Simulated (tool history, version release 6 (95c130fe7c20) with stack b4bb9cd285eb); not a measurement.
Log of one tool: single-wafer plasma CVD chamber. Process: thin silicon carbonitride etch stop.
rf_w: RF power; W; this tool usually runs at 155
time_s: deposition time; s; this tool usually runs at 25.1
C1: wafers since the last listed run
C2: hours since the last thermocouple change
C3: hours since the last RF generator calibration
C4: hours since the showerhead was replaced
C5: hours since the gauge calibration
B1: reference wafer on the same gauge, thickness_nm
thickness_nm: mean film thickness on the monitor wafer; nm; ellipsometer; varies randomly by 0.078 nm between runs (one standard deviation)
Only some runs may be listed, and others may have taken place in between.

run 1 hour=0.0 | rf_w=155 time_s=25.1 | C1=0 C2=1433.4 C3=1892.5 C4=4267.1 C5=385.3 | B1=12.909 | thickness_nm=13.762
run 2 hour=29.8 | rf_w=155 time_s=23.4 | C1=1089 C2=1463.2 C3=1922.3 C4=4296.9 C5=415.1 | B1=12.886 | thickness_nm=12.898
run 3 hour=51.9 | rf_w=155 time_s=25.1 | C1=808 C2=1485.3 C3=1944.4 C4=4319.0 C5=437.2 | B1=12.896 | thickness_nm=13.751
run 4 hour=80.1 | rf_w=155 time_s=22.8 | C1=1031 C2=1513.5 C3=1972.6 C4=4347.2 C5=465.4 | B1=12.896 | thickness_nm=12.471
run 5 hour=154.0 | rf_w=155 time_s=22.8 | C1=2702 C2=1587.4 C3=2046.5 C4=4421.1 C5=539.3 | B1=12.910 | thickness_nm=12.452
run 6 hour=188.7 | rf_w=155 time_s=22.8 | C1=1268 C2=1622.1 C3=2081.2 C4=4455.8 C5=574.0 | B1=12.922 | thickness_nm=12.465
run 7 hour=223.0 | rf_w=155 time_s=25.1 | C1=1254 C2=1656.4 C3=2115.5 C4=4490.1 C5=608.3 | B1=12.904 | thickness_nm=13.748
-- hour=252.3 showerhead replaced
-- hour=256.7 thermocouple changed; heater temperature recalibrated
run 8 hour=257.2 | rf_w=155 time_s=25.1 | C1=799 C2=0.5 C3=2149.7 C4=4.9 C5=642.5 | B1=12.878 | thickness_nm=13.842
run 9 hour=270.6 | rf_w=155 time_s=25.1 | C1=489 C2=13.9 C3=2163.1 C4=18.3 C5=655.9 | B1=12.918 | thickness_nm=13.720
run 10 hour=283.6 | rf_w=130 time_s=25.1 | C1=475 C2=26.9 C3=2176.1 C4=31.3 C5=668.9 | B1=12.859 | thickness_nm=13.242
-- hour=290.8 gauge calibrated
run 11 hour=300.1 | rf_w=155 time_s=25.1 | C1=603 C2=43.4 C3=2192.6 C4=47.8 C5=9.3 | B1=12.916 | thickness_nm=13.796
run 12 hour=323.9 | rf_w=130 time_s=29.4 | C1=870 C2=67.2 C3=2216.4 C4=71.6 C5=33.1 | B1=12.901 | thickness_nm=15.400
run 13 hour=359.8 | rf_w=130 time_s=30.1 | C1=1312 C2=103.1 C3=2252.3 C4=107.5 C5=69.0 | B1=12.900 | thickness_nm=15.861
run 14 hour=388.3 | rf_w=155 time_s=29.4 | C1=1042 C2=131.6 C3=2280.8 C4=136.0 C5=97.5 | B1=12.922 | thickness_nm=16.178
-- hour=408.4 RF generator calibrated
run 15 hour=420.5 | rf_w=155 time_s=25.1 | C1=884 C2=163.8 C3=12.1 C4=168.2 C5=129.7 | B1=12.910 | thickness_nm=13.608
run 16 hour=434.0 | rf_w=155 time_s=25.1 | C1=493 C2=177.3 C3=25.6 C4=181.7 C5=143.2 | B1=12.883 | thickness_nm=13.666
run 17 hour=458.9 | rf_w=175 time_s=21.3 | C1=910 C2=202.2 C3=50.5 C4=206.6 C5=168.1 | B1=12.904 | thickness_nm=12.022
run 18 hour=478.0 | rf_w=155 time_s=25.1 | C1=698 C2=221.3 C3=69.6 C4=225.7 C5=187.2 | B1=12.873 | thickness_nm=13.816
run 19 hour=499.4 | rf_w=145 time_s=21.2 | C1=782 C2=242.7 C3=91.0 C4=247.1 C5=208.6 | B1=12.866 | thickness_nm=11.489
run 20 hour=530.9 | rf_w=185 time_s=25.1 | C1=1151 C2=274.2 C3=122.5 C4=278.6 C5=240.1 | B1=12.914 | thickness_nm=14.470
run 21 hour=560.1 | rf_w=175 time_s=27.9 | C1=1067 C2=303.4 C3=151.7 C4=307.8 C5=269.3 | B1=12.907 | thickness_nm=15.777
run 22 hour=584.9 | rf_w=180 time_s=29.5 | C1=906 C2=328.2 C3=176.5 C4=332.6 C5=294.1 | B1=12.875 | thickness_nm=16.752
run 23 hour=618.9 | rf_w=165 time_s=27.1 | C1=1243 C2=362.2 C3=210.5 C4=366.6 C5=328.1 | B1=12.868 | thickness_nm=15.116
run 24 hour=647.5 | rf_w=180 time_s=20.4 | C1=1045 C2=390.8 C3=239.1 C4=395.2 C5=356.7 | B1=12.913 | thickness_nm=11.667
run 25 hour=680.7 | rf_w=175 time_s=20.3 | C1=1213 C2=424.0 C3=272.3 C4=428.4 C5=389.9 | B1=12.900 | thickness_nm=11.602
run 26 hour=714.6 | rf_w=145 time_s=22.1 | C1=1239 C2=457.9 C3=306.2 C4=462.3 C5=423.8 | B1=12.873 | thickness_nm=11.984
run 27 hour=775.5 | rf_w=155 time_s=25.1 | C1=2226 C2=518.8 C3=367.1 C4=523.2 C5=484.7 | B1=12.901 | thickness_nm=13.644
run 28 hour=800.8 | rf_w=155 time_s=28.7 | C1=925 C2=544.1 C3=392.4 C4=548.5 C5=510.0 | B1=12.876 | thickness_nm=15.739
run 29 hour=820.7 | rf_w=165 time_s=21.2 | C1=727 C2=564.0 C3=412.3 C4=568.4 C5=529.9 | B1=12.908 | thickness_nm=11.965
run 30 hour=854.7 | rf_w=155 time_s=25.1 | C1=1243 C2=598.0 C3=446.3 C4=602.4 C5=563.9 | B1=12.925 | thickness_nm=13.582
run 31 hour=868.5 | rf_w=125 time_s=23.3 | C1=504 C2=611.8 C3=460.1 C4=616.2 C5=577.7 | B1=12.872 | thickness_nm=12.245
run 32 hour=889.7 | rf_w=155 time_s=28.7 | C1=775 C2=633.0 C3=481.3 C4=637.4 C5=598.9 | B1=12.937 | thickness_nm=15.838
run 33 hour=915.4 | rf_w=145 time_s=22.9 | C1=939 C2=658.7 C3=507.0 C4=663.1 C5=624.6 | B1=12.872 | thickness_nm=12.331
run 34 hour=931.9 | rf_w=130 time_s=20.1 | C1=603 C2=675.2 C3=523.5 C4=679.6 C5=641.1 | B1=12.898 | thickness_nm=10.615
run 35 hour=954.7 | rf_w=175 time_s=22.0 | C1=833 C2=698.0 C3=546.3 C4=702.4 C5=663.9 | B1=12.865 | thickness_nm=12.420

Forecast each of these 5 alternatives for the next run:
run A hour=955.1 | rf_w=155 time_s=27.9 | C1=14 C2=698.4 C3=546.7 C4=702.8 C5=664.3 | B1=? | thickness_nm=?
run B hour=955.1 | rf_w=165 time_s=22.2 | C1=14 C2=698.4 C3=546.7 C4=702.8 C5=664.3 | B1=? | thickness_nm=?
run C hour=955.1 | rf_w=145 time_s=28.4 | C1=14 C2=698.4 C3=546.7 C4=702.8 C5=664.3 | B1=? | thickness_nm=?
run D hour=955.1 | rf_w=185 time_s=28.2 | C1=14 C2=698.4 C3=546.7 C4=702.8 C5=664.3 | B1=? | thickness_nm=?
run E hour=955.1 | rf_w=130 time_s=28.8 | C1=14 C2=698.4 C3=546.7 C4=702.8 C5=664.3 | B1=? | thickness_nm=?

run=A B1=12.870 thickness_nm=15.295
run=B B1=12.870 thickness_nm=12.353
run=C B1=12.870 thickness_nm=15.327
run=D B1=12.870 thickness_nm=16.132
run=E B1=12.870 thickness_nm=15.157
Without the tool's unlogged condition, the same runs would have read:
run=A thickness_nm=15.295
run=B thickness_nm=12.353
run=C thickness_nm=15.327
run=D thickness_nm=16.132
run=E thickness_nm=15.157
